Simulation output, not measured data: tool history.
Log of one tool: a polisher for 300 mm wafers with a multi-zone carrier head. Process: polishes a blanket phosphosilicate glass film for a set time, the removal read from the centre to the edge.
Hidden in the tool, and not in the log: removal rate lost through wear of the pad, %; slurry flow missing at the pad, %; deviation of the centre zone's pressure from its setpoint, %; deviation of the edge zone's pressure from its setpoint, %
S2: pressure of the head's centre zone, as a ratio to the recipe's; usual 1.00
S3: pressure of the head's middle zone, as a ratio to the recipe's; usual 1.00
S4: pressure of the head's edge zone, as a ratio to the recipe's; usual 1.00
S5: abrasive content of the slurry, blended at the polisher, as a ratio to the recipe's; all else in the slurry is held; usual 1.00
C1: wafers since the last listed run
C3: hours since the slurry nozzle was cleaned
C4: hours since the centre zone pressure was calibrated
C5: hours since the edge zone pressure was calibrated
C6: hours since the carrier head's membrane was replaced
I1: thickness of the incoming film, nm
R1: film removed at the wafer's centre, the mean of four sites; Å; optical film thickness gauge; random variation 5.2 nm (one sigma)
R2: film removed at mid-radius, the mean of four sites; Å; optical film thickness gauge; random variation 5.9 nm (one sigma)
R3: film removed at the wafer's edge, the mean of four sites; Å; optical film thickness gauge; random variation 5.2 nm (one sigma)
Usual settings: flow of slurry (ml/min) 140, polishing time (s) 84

Run 1, hour 0.0: usual settings but S3 0.93; C1 0; wafers polished on this pad 444; C3 738.4; C4 186.9; C5 50.0; C6 1133.5; I1 4582.3. Result: R1 4858 Å, R2 4633 Å, R3 4679 Å.
Run 2, hour 65.8: usual settings but S3 0.93; C1 511; wafers polished on this pad 955; C3 804.2; C4 252.7; C5 115.8; C6 1199.3; I1 4410.1. Result: R1 4912 Å, R2 4604 Å, R3 4664 Å.
At hour 144.6: slurry nozzle cleaned.
Run 3, hour 162.2: usual settings but S3 0.94; C1 740; wafers polished on this pad 1696; C3 17.6; C4 349.1; C5 212.2; C6 1295.7; I1 4602.4. Result: R1 4628 Å, R2 4428 Å, R3 4411 Å.
At hour 174.3: worn pad replaced by a new one.
Run 4, hour 204.6: usual settings but S3 0.94; C1 298; wafers polished on this pad 235; C3 60.0; C4 391.5; C5 254.6; C6 1338.1; I1 4469.3. Result: R1 4954 Å, R2 4656 Å, R3 4782 Å.
At hour 223.2: centre zone pressure recalibrated.
Run 5, hour 268.8: usual settings but S5 0.80; C1 483; wafers polished on this pad 718; C3 124.2; C4 45.6; C5 318.8; C6 1402.3; I1 4398.1. Result: R1 4408 Å, R2 4234 Å, R3 4183 Å.
Run 6, hour 309.6: usual settings but S5 0.80; C1 316; wafers polished on this pad 1035; C3 165.0; C4 86.4; C5 359.6; C6 1443.1; I1 4496.1. Result: R1 4347 Å, R2 4186 Å, R3 4172 Å.
Run 7, hour 357.6: usual settings; C1 372; wafers polished on this pad 1408; C3 213.0; C4 134.4; C5 407.6; C6 1491.1; I1 4467.5. Result: R1 4735 Å, R2 4649 Å, R3 4481 Å.
At hour 399.0: worn pad replaced by a new one.
At hour 415.4: carrier head's membrane replaced by a new one.
Run 8, hour 428.9: usual settings but S4 1.05; C1 483; wafers polished on this pad 193; C3 284.3; C4 205.7; C5 478.9; C6 13.5; I1 4499.8. Result: R1 4913 Å, R2 4829 Å, R3 4904 Å.
Run 9, hour 481.9: usual settings; C1 411; wafers polished on this pad 605; C3 337.3; C4 258.7; C5 531.9; C6 66.5; I1 4539.4. Result: R1 4816 Å, R2 4767 Å, R3 4617 Å.
Run 10, hour 517.1: usual settings; C1 273; wafers polished on this pad 878; C3 372.5; C4 293.9; C5 567.1; C6 101.7; I1 4454.6. Result: R1 4808 Å, R2 4656 Å, R3 4683 Å.
Run 11, hour 581.3: usual settings but flow of slurry (ml/min) 95, S2 0.93, polishing time (s) 92; C1 498; wafers polished on this pad 1377; C3 436.7; C4 358.1; C5 631.3; C6 165.9; I1 4476.3. Result: R1 4302 Å, R2 4545 Å, R3 4583 Å.
At hour 608.8: edge zone pressure recalibrated.
At hour 610.4: centre zone pressure recalibrated.
Run 12, hour 624.0: usual settings but flow of slurry (ml/min) 170, S2 1.06; C1 303; wafers polished on this pad 1680; C3 479.4; C4 13.6; C5 15.2; C6 208.6; I1 4472.9. Result: R1 5228 Å, R2 4726 Å, R3 4509 Å.
At hour 639.2: worn pad replaced by a new one.
Run 13, hour 682.2: usual settings but polishing time (s) 97; C1 420; wafers polished on this pad 333; C3 537.6; C4 71.8; C5 73.4; C6 266.8; I1 4479.1. Result: R1 5705 Å, R2 5431 Å, R3 5389 Å.
Run 14, hour 711.0: usual settings but polishing time (s) 68; C1 223; wafers polished on this pad 557; C3 566.4; C4 100.6; C5 102.2; C6 295.6; I1 4508.9. Result: R1 3988 Å, R2 3944 Å, R3 3754 Å.
Run 15, hour 774.8: usual settings but S2 1.07, S3 1.08, S5 0.90; C1 495; wafers polished on this pad 1053; C3 630.2; C4 164.4; C5 166.0; C6 359.4; I1 4512.6. Result: R1 4899 Å, R2 4728 Å, R3 4383 Å.
Run 16, hour 817.1: usual settings but flow of slurry (ml/min) 170, S2 1.06; C1 328; wafers polished on this pad 1381; C3 672.5; C4 206.7; C5 208.3; C6 401.7; I1 4521.0. Result: R1 5214 Å, R2 4849 Å, R3 4604 Å.
Run 17, hour 860.7: usual settings; C1 338; wafers polished on this pad 1720; C3 716.1; C4 250.3; C5 251.9; C6 445.3; I1 4429.9. Result: R1 4613 Å, R2 4589 Å, R3 4474 Å.
At hour 876.7: worn pad replaced by a new one.
At hour 885.5: slurry nozzle cleaned.
Run 18, hour 890.0: usual settings but S2 1.08, S4 1.10; C1 188; wafers polished on this pad 95; C3 4.5; C4 279.6; C5 281.2; C6 474.6; I1 4588.9. Result: R1 5329 Å, R2 4836 Å, R3 4980 Å.
Run 19, hour 950.7: usual settings but S4 1.08; C1 471; wafers polished on this pad 566; C3 65.2; C4 340.3; C5 341.9; C6 535.3; I1 4425.9. Result: R1 4801 Å, R2 4923 Å, R3 4904 Å.
Run 20, hour 987.8: usual settings but S3 1.09, polishing time (s) 106; C1 288; wafers polished on this pad 854; C3 102.3; C4 377.4; C5 379.0; C6 572.4; I1 4446.4. Result: R1 6182 Å, R2 6359 Å, R3 5865 Å.

Hidden state at the last listed run before each entry between runs and at the first one after, where it differs:
Between runs 2 and 3: slurry nozzle cleaned (hour 144.6)
  removal rate lost through wear of the pad, %: 2.21 -> 5.73
  measured less the result without the state, R1: -111 -> -282 Å; R2: -104 -> -269 Å; R3: -105 -> -268 Å
Between runs 3 and 4: worn pad replaced by a new one (hour 174.3)
  removal rate lost through wear of the pad, %: 5.73 -> 0.313
  measured less the result without the state, R1: -282 -> -16 Å; R2: -269 -> -15 Å; R3: -268 -> -15 Å
Between runs 4 and 5: centre zone pressure recalibrated (hour 223.2)
  removal rate lost through wear of the pad, %: 0.313 -> 1.16
  measured less the result without the state, R1: -16 -> -52 Å; R2: -15 -> -50 Å; R3: -15 -> -49 Å
Between runs 7 and 8: worn pad replaced by a new one (hour 399.0); carrier head's membrane replaced by a new one (hour 415.4)
  removal rate lost through wear of the pad, %: 3.75 -> 0.766
  measured less the result without the state, R1: -185 -> -38 Å; R2: -181 -> -37 Å; R3: -175 -> -37 Å
Between runs 11 and 12: edge zone pressure recalibrated (hour 608.8); centre zone pressure recalibrated (hour 610.4)
  removal rate lost through wear of the pad, %: 4.17 -> 6
  measured less the result without the state, R1: -187 -> -334 Å; R2: -198 -> -301 Å; R3: -199 -> -288 Å
Between runs 12 and 13: worn pad replaced by a new one (hour 639.2)
  removal rate lost through wear of the pad, %: 6 -> 0.989
  measured less the result without the state, R1: -334 -> -57 Å; R2: -301 -> -54 Å; R3: -288 -> -54 Å
Between runs 17 and 18: worn pad replaced by a new one (hour 876.7); slurry nozzle cleaned (hour 885.5)
  removal rate lost through wear of the pad, %: 5.96 -> 0.0939
  measured less the result without the state, R1: -292 -> -5 Å; R2: -290 -> -4 Å; R3: -284 -> -5 Å

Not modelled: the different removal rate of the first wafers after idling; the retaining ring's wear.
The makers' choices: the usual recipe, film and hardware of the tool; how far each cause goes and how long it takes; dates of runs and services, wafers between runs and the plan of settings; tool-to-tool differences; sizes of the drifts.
